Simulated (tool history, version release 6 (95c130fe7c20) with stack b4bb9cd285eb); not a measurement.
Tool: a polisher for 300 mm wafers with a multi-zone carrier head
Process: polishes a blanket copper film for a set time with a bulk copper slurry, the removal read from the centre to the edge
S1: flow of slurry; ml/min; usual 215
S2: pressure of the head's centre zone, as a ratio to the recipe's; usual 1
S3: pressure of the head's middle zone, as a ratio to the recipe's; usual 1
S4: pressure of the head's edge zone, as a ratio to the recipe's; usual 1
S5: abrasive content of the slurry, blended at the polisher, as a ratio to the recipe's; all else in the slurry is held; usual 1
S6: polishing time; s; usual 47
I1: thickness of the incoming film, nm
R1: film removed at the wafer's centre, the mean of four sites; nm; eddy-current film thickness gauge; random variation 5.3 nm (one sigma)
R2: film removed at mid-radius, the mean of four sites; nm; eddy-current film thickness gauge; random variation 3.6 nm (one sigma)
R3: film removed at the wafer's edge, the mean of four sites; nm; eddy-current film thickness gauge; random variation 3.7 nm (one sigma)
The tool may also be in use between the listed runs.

{"run": 1, "hour": 0.0, "S1": 215, "S2": 1, "S3": 1, "S4": 1, "S5": 1, "S6": 59, "I1": 2366.3, "R1": 448.7, "R2": 469, "R3": 466.3}
{"run": 2, "hour": 33.5, "S1": 215, "S2": 1, "S3": 1, "S4": 1, "S5": 1, "S6": 47, "I1": 2386.9, "R1": 354.4, "R2": 368.5, "R3": 374.7}
{"run": 3, "hour": 64.2, "S1": 215, "S2": 0.94, "S3": 1, "S4": 1, "S5": 1.3, "S6": 47, "I1": 2399.9, "R1": 379.5, "R2": 399, "R3": 411.8}
{"hour": 88.8, "done": "centre zone pressure recalibrated"}
{"run": 4, "hour": 129.0, "S1": 215, "S2": 1, "S3": 1, "S4": 1.07, "S5": 1, "S6": 63, "I1": 2383.2, "R1": 487.8, "R2": 498.4, "R3": 524.4}
{"run": 5, "hour": 171.7, "S1": 215, "S2": 1, "S3": 1, "S4": 1, "S5": 1, "S6": 47, "I1": 2387.9, "R1": 361, "R2": 368.6, "R3": 377.6}
{"hour": 269.0, "done": "slurry nozzle cleaned"}
{"hour": 313.3, "done": "edge zone pressure recalibrated"}
{"run": 6, "hour": 315.3, "S1": 215, "S2": 1, "S3": 1, "S4": 1, "S5": 0.75, "S6": 47, "I1": 2399.6, "R1": 321.5, "R2": 325.4, "R3": 339.1}
{"run": 7, "hour": 362.0, "S1": 215, "S2": 1, "S3": 1, "S4": 1, "S5": 1, "S6": 47, "I1": 2363, "R1": 361.6, "R2": 363.5, "R3": 376.3}
{"hour": 386.0, "done": "worn pad replaced by a new one"}
{"run": 8, "hour": 413.8, "S1": 215, "S2": 1, "S3": 1, "S4": 1, "S5": 1, "S6": 47, "I1": 2378.2, "R1": 367, "R2": 368.4, "R3": 372.8}
{"run": 9, "hour": 448.8, "S1": 170, "S2": 1.09, "S3": 0.94, "S4": 1, "S5": 1, "S6": 35, "I1": 2391.4, "R1": 285.6, "R2": 260.3, "R3": 271.3}
{"run": 10, "hour": 477.5, "S1": 215, "S2": 1, "S3": 1, "S4": 1, "S5": 1, "S6": 47, "I1": 2415.3, "R1": 369.1, "R2": 369.3, "R3": 377.6}
{"run": 11, "hour": 506.2, "S1": 215, "S2": 1, "S3": 1, "S4": 1, "S5": 1, "S6": 47, "I1": 2391.9, "R1": 360.6, "R2": 373.7, "R3": 374.7}
{"run": 12, "hour": 563.7, "S1": 240, "S2": 1, "S3": 1.12, "S4": 1, "S5": 1.25, "S6": 32, "I1": 2389, "R1": 276.2, "R2": 292.5, "R3": 281.5}
{"hour": 567.8, "done": "centre zone pressure recalibrated"}
{"run": 13, "hour": 635.2, "S1": 215, "S2": 0.92, "S3": 1, "S4": 1, "S5": 1, "S6": 47, "I1": 2381, "R1": 329.3, "R2": 373.4, "R3": 370.9}
{"run": 14, "hour": 664.4, "S1": 215, "S2": 1.1, "S3": 1, "S4": 1, "S5": 1, "S6": 47, "I1": 2396.4, "R1": 399.5, "R2": 366.4, "R3": 370.4}
{"run": 15, "hour": 716.0, "S1": 215, "S2": 1, "S3": 1, "S4": 0.96, "S5": 0.9, "S6": 37, "I1": 2395.6, "R1": 272.4, "R2": 283, "R3": 277.2}
{"hour": 724.7, "done": "edge zone pressure recalibrated"}
{"run": 16, "hour": 751.3, "S1": 215, "S2": 1, "S3": 1.12, "S4": 1, "S5": 1, "S6": 51, "I1": 2389.6, "R1": 393.1, "R2": 416.7, "R3": 412.1}
{"run": 17, "hour": 817.8, "S1": 215, "S2": 1, "S3": 0.92, "S4": 1, "S5": 1.25, "S6": 41, "I1": 2403.4, "R1": 345.1, "R2": 336.6, "R3": 358}
{"run": 18, "hour": 842.1, "S1": 215, "S2": 1.1, "S3": 1, "S4": 1, "S5": 1, "S6": 47, "I1": 2377.4, "R1": 387.7, "R2": 368.7, "R3": 378.9}
{"run": 19, "hour": 898.1, "S1": 215, "S2": 1, "S3": 1, "S4": 1, "S5": 1, "S6": 47, "I1": 2408.2, "R1": 369, "R2": 366, "R3": 376.5}
{"hour": 907.9, "done": "worn pad replaced by a new one"}
{"hour": 911.2, "done": "carrier head's membrane replaced by a new one"}
{"run": 20, "hour": 969.4, "S1": 215, "S2": 1, "S3": 1, "S4": 1.11, "S5": 0.8, "S6": 31, "I1": 2391.8, "R1": 216.7, "R2": 226, "R3": 239}
{"hour": 986.9, "done": "centre zone pressure recalibrated"}
{"run": 21, "hour": 1010.6, "S1": 215, "S2": 1.06, "S3": 1, "S4": 1, "S5": 1, "S6": 36, "I1": 2387.8, "R1": 295.7, "R2": 284.6, "R3": 294.6}
{"run": 22, "hour": 1070.4, "S1": 155, "S2": 0.97, "S3": 0.96, "S4": 1.05, "S5": 1, "S6": 47, "I1": 2410.7, "R1": 329.6, "R2": 346.9, "R3": 368.1}

What the log doesn't show, run by run:
removal rate lost through wear of the pad, %: 0 in every run
slurry flow missing at the pad, %: 0 in every run
deviation of the centre zone's pressure from its setpoint, %: 0 in every run
deviation of the edge zone's pressure from its setpoint, %: 0 in every run

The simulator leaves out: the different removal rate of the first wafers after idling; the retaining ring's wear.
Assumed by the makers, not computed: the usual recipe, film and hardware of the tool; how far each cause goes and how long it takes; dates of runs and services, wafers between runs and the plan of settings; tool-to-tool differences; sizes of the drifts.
